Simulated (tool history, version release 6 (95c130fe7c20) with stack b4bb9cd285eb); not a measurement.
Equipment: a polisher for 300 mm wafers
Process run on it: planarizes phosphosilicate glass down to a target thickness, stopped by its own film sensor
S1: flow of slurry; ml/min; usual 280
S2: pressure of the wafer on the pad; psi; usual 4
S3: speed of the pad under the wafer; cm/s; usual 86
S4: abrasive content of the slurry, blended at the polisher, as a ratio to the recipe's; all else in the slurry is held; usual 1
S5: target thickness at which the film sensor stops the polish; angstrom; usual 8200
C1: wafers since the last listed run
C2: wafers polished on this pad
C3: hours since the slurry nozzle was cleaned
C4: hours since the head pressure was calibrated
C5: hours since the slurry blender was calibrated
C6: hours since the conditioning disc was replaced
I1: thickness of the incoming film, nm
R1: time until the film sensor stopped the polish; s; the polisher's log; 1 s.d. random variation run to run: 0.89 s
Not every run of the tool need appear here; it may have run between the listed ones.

run    hour   S1   S2  S3   S4    S5    C1    C2     C3     C4     C5     C6      I1    R1
  1       0  320    4  86    1  8200     0  4571  208.1  525.2  312.3  109.3  1339.6  54.9
       30.2  -- head pressure recalibrated
       79.4  -- worn pad replaced by a new one
  2    99.6  340    4  86    1  8200   785   169  307.7   69.4  411.9  208.9  1341.8  51.5
      246.6  -- slurry blender recalibrated
  3   374.9  340    4  86    1  8200  2293  2462    583  344.7  128.3  484.2  1330.6  56.9
  4   479.4  340    4  86    1  8200   876  3338  687.5  449.2  232.8  588.7  1340.7  57.8
      531.2  -- slurry nozzle cleaned
  5   539.1  280    4  66  0.8  8200   492  3831    7.9  508.9  292.5  648.4  1320.4  78.4
      560.2  -- conditioning disc replaced and pad reconditioned
      580.6  -- head pressure recalibrated
  6   593.2  280    4  96    1  8200   420  4251     62   12.6  346.6     33  1313.4  43.3
  7   651.6  280  4.4  86    1  8200   489  4741  120.4     71    405   91.4  1331.4    47
      669.9  -- worn pad replaced by a new one
  8   729.3  280    3  68    1  8200   618   498  198.1  148.7  482.7  169.1  1317.8  80.3
  9   767.2  280    4  86    1  8200   317   816    236  186.6  520.6    207  1319.4  51.8
 10   828.9  280    4  86    1  8200   517  1333  297.7  248.3  582.3  268.7  1334.2  57.3
      850.2  -- slurry blender recalibrated
 11   922.5  280    5  86    1  8200   768  2102  391.3  341.9   72.3  362.3  1318.1    46
 12  1000.6  280    4  86    1  6850   655  2757  469.4    420  150.4  440.4  1333.1  72.5
 13  1087.1  350  5.3  86    1  9070   725  3483  555.9  506.5  236.9  526.9  1332.7  37.5

What will run 14 give?
 14  1186.1  205   3  86   1  8200  830  4314  654.9  605.5  335.9  625.9  1340   ?

{"run 14": {"R1": 78.5}}
Were there no unlogged condition in the tool, this run, its random variation unchanged, would have produced R1 64.4 s.
